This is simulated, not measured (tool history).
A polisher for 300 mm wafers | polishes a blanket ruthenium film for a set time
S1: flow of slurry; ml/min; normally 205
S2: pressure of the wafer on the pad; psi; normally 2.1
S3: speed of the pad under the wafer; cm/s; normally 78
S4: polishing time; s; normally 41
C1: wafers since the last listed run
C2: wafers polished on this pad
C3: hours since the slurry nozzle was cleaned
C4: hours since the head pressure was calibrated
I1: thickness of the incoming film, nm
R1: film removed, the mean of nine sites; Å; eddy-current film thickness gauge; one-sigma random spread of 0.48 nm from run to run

{"run": 1, "hour": 0.0, "S1": 180, "S2": 2.1, "S3": 78, "S4": 41, "C1": 0, "C2": 1791, "C3": 70.5, "C4": 254.5, "I1": 530.3, "R1": 399}
{"run": 2, "hour": 55.7, "S1": 205, "S2": 2.1, "S3": 78, "S4": 41, "C1": 577, "C2": 2369, "C3": 126.2, "C4": 310.2, "I1": 533.9, "R1": 403}
{"run": 3, "hour": 158.9, "S1": 220, "S2": 2.1, "S3": 78, "S4": 41, "C1": 1070, "C2": 3440, "C3": 229.4, "C4": 413.4, "I1": 533.3, "R1": 404}
{"hour": 198.5, "done": "worn pad replaced by a new one"}
{"run": 4, "hour": 200.8, "S1": 205, "S2": 2.1, "S3": 78, "S4": 41, "C1": 393, "C2": 23, "C3": 271.3, "C4": 455.3, "I1": 524.7, "R1": 401}
{"run": 5, "hour": 288.0, "S1": 205, "S2": 2.1, "S3": 78, "S4": 41, "C1": 904, "C2": 928, "C3": 358.5, "C4": 542.5, "I1": 523.2, "R1": 401}
{"run": 6, "hour": 394.3, "S1": 205, "S2": 2.1, "S3": 78, "S4": 41, "C1": 1102, "C2": 2031, "C3": 464.8, "C4": 648.8, "I1": 528.1, "R1": 401}
{"run": 7, "hour": 453.3, "S1": 230, "S2": 2.1, "S3": 78, "S4": 34, "C1": 612, "C2": 2643, "C3": 523.8, "C4": 707.8, "I1": 530.1, "R1": 333}
{"hour": 499.7, "done": "worn pad replaced by a new one"}
{"hour": 679.9, "done": "slurry nozzle cleaned"}
{"run": 8, "hour": 768.6, "S1": 230, "S2": 2.1, "S3": 78, "S4": 34, "C1": 3219, "C2": 2779, "C3": 88.7, "C4": 1023.1, "I1": 525.9, "R1": 335}
{"hour": 801.9, "done": "worn pad replaced by a new one"}
{"run": 9, "hour": 849.5, "S1": 205, "S2": 2.1, "S3": 78, "S4": 41, "C1": 797, "C2": 494, "C3": 169.6, "C4": 1104, "I1": 525, "R1": 402}
{"run": 10, "hour": 927.1, "S1": 145, "S2": 2.7, "S3": 52, "S4": 27, "C1": 805, "C2": 1299, "C3": 247.2, "C4": 1181.6, "I1": 539.3, "R1": 203}
{"run": 11, "hour": 1018.0, "S1": 145, "S2": 1.9, "S3": 78, "S4": 32, "C1": 943, "C2": 2242, "C3": 338.1, "C4": 1272.5, "I1": 526.4, "R1": 278}
{"hour": 1041.8, "done": "head pressure recalibrated"}
{"hour": 1081.7, "done": "worn pad replaced by a new one"}
{"run": 12, "hour": 1092.7, "S1": 205, "S2": 2.1, "S3": 52, "S4": 41, "C1": 712, "C2": 114, "C3": 412.8, "C4": 50.9, "I1": 538.5, "R1": 266}
{"run": 13, "hour": 1136.8, "S1": 205, "S2": 1.6, "S3": 78, "S4": 41, "C1": 457, "C2": 572, "C3": 456.9, "C4": 95, "I1": 535, "R1": 328}
{"run": 14, "hour": 1177.6, "S1": 205, "S2": 2.1, "S3": 78, "S4": 41, "C1": 423, "C2": 995, "C3": 497.7, "C4": 135.8, "I1": 529.3, "R1": 400}
{"run": 15, "hour": 1214.3, "S1": 205, "S2": 2.1, "S3": 78, "S4": 53, "C1": 380, "C2": 1376, "C3": 534.4, "C4": 172.5, "I1": 524, "R1": 503}
{"hour": 1293.3, "done": "slurry nozzle cleaned"}
{"run": 16, "hour": 1312.8, "S1": 205, "S2": 2.1, "S3": 78, "S4": 32, "C1": 1011, "C2": 2387, "C3": 19.5, "C4": 271, "I1": 527.7, "R1": 311}
{"run": 17, "hour": 1415.3, "S1": 205, "S2": 1.4, "S3": 78, "S4": 41, "C1": 1063, "C2": 3451, "C3": 122, "C4": 373.5, "I1": 530, "R1": 301}
{"hour": 1435.5, "done": "worn pad replaced by a new one"}
{"run": 18, "hour": 1514.4, "S1": 205, "S2": 1.7, "S3": 78, "S4": 41, "C1": 986, "C2": 819, "C3": 221.1, "C4": 472.6, "I1": 524.9, "R1": 340}

For run 19, what comes out?
{"run": 19, "hour": 1624.3, "S1": 205, "S2": 2.1, "S3": 78, "S4": 41, "C1": 1140, "C2": 1959, "C3": 331, "C4": 582.5, "I1": 519.7, "R1": "?"}

R1: 392 Å
Were there no unlogged condition in the tool, this run, its random variation unchanged, would have produced R1 392 Å.
